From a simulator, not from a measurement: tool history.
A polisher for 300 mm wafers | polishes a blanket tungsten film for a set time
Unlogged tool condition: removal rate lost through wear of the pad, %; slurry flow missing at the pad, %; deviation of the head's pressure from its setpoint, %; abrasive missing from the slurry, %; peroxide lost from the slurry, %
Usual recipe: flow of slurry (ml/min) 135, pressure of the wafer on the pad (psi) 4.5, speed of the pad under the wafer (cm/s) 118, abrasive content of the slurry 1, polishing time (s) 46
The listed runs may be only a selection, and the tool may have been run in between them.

run   hour  flow of slurry (ml/min)  pressure of the wafer on the pad (psi)  speed of the pad under the wafer (cm/s)  abrasive content of the slurry  polishing time (s)  wafers since the last listed run  wafers polished on this pad  hours since the slurry nozzle was cleaned  hours since the head pressure was calibrated  hours since the slurry blender was calibrated  hours since the slurry got fresh peroxide  incoming thickness of the incoming film, nm  film removed (Å)
  1      0                      135                                     4.5                                      118                               1                  57                                 0                         1202                                      197.6                                         545.6                                           77.8                                      181.3                                        877.8              3580
        12  -- worn pad replaced by a new one
      16.7  -- slurry tank refilled with fresh slurry and peroxide
  2   27.4                      135                                     4.5                                      118                               1                  57                               346                          222                                        225                                           573                                          105.2                                       10.7                                        872.7              3849
  3     60                      135                                     4.5                                      118                               1                  57                               504                          726                                      257.6                                         605.6                                          137.8                                       43.3                                        854.8              3840
      73.6  -- slurry blender recalibrated
     107.7  -- worn pad replaced by a new one
  4  108.2                      135                                     4.5                                      118                               1                  46                               653                            8                                      305.8                                         653.8                                           34.6                                       91.5                                          871              3075
  5  130.1                      135                                     4.5                                      118                               1                  46                               338                          347                                      327.7                                         675.7                                           56.5                                      113.4                                        858.2              3096
  6    146                      135                                     4.5                                      118                               1                  46                               246                          593                                      343.6                                         691.6                                           72.4                                      129.3                                        869.5              3060
     168.3  -- slurry tank refilled with fresh slurry and peroxide
  7  169.8                      115                                     4.5                                      118                               1                  46                               352                          945                                      367.4                                         715.4                                           96.2                                        1.5                                        867.6              2931
     183.4  -- worn pad replaced by a new one
  8  199.7                      115                                     4.5                                      118                               1                  46                               400                          251                                      397.3                                         745.3                                          126.1                                       31.4                                        870.5              3012
  9    234                      100                                       4                                       98                             1.3                  46                               530                          782                                      431.6                                         779.6                                          160.4                                       65.7                                          884              2466
     247.4  -- slurry blender recalibrated
 10  264.3                      175                                     3.1                                      118                               1                  46                               437                         1220                                      461.9                                         809.9                                           16.9                                         96                                        867.2              2454
     276.4  -- worn pad replaced by a new one
 11  277.5                      135                                     5.2                                       76                             1.1                  46                               142                           17                                      475.1                                         823.1                                           30.1                                      109.2                                        874.8              2479
     298.3  -- head pressure recalibrated
 12  306.6                      135                                     4.5                                      106                               1                  46                               419                          436                                      504.2                                           8.3                                           59.2                                      138.3                                        877.5              2867
     323.2  -- slurry nozzle cleaned
 13  327.2                      135                                     4.5                                      156                               1                  46                               303                          740                                          4                                          28.9                                           79.8                                      158.9                                          866              3865
     361.4  -- worn pad replaced by a new one
 14  362.1                      135                                     5.6                                      118                            0.85                  36                               478                           11                                       38.9                                          63.8                                          114.7                                      193.8                                        857.7              2706
     363.3  -- slurry tank refilled with fresh slurry and peroxide
 15  394.4                      135                                     4.5                                      118                               1                  46                               484                          495                                       71.2                                          96.1                                            147                                       31.1                                        863.6              3088
     408.3  -- slurry blender recalibrated
 16  413.1                      135                                     4.5                                      118                             0.9                  51                               258                          754                                       89.9                                         114.8                                            4.8                                       49.8                                        856.2              3295
 17  435.8                      135                                     4.5                                      118                               1                  46                               351                         1105                                      112.6                                         137.5                                           27.5                                       72.5                                        871.5              3013

Below are 3 alternative next runs, each starting from the tool's condition after run 17. Predict each:
  A  436.2                      135                                     4.5                                       84                               1                  46                                 6                         1111                                        113                                         137.9                                           27.9                                       72.9                                          883                 ?
  B  436.2                      135                                     3.7                                      118                            0.85                  46                                 6                         1111                                        113                                         137.9                                           27.9                                       72.9                                          883                 ?
  C  436.2                      160                                     4.5                                      118                               1                  46                                 6                         1111                                        113                                         137.9                                           27.9                                       72.9                                          883                 ?

run  film removed (Å)
  A              2295
  B              2599
  C              3083
Without the tool's unlogged condition, the same runs would have read:
run  film removed (Å)
  A              2455
  B              2780
  C              3298
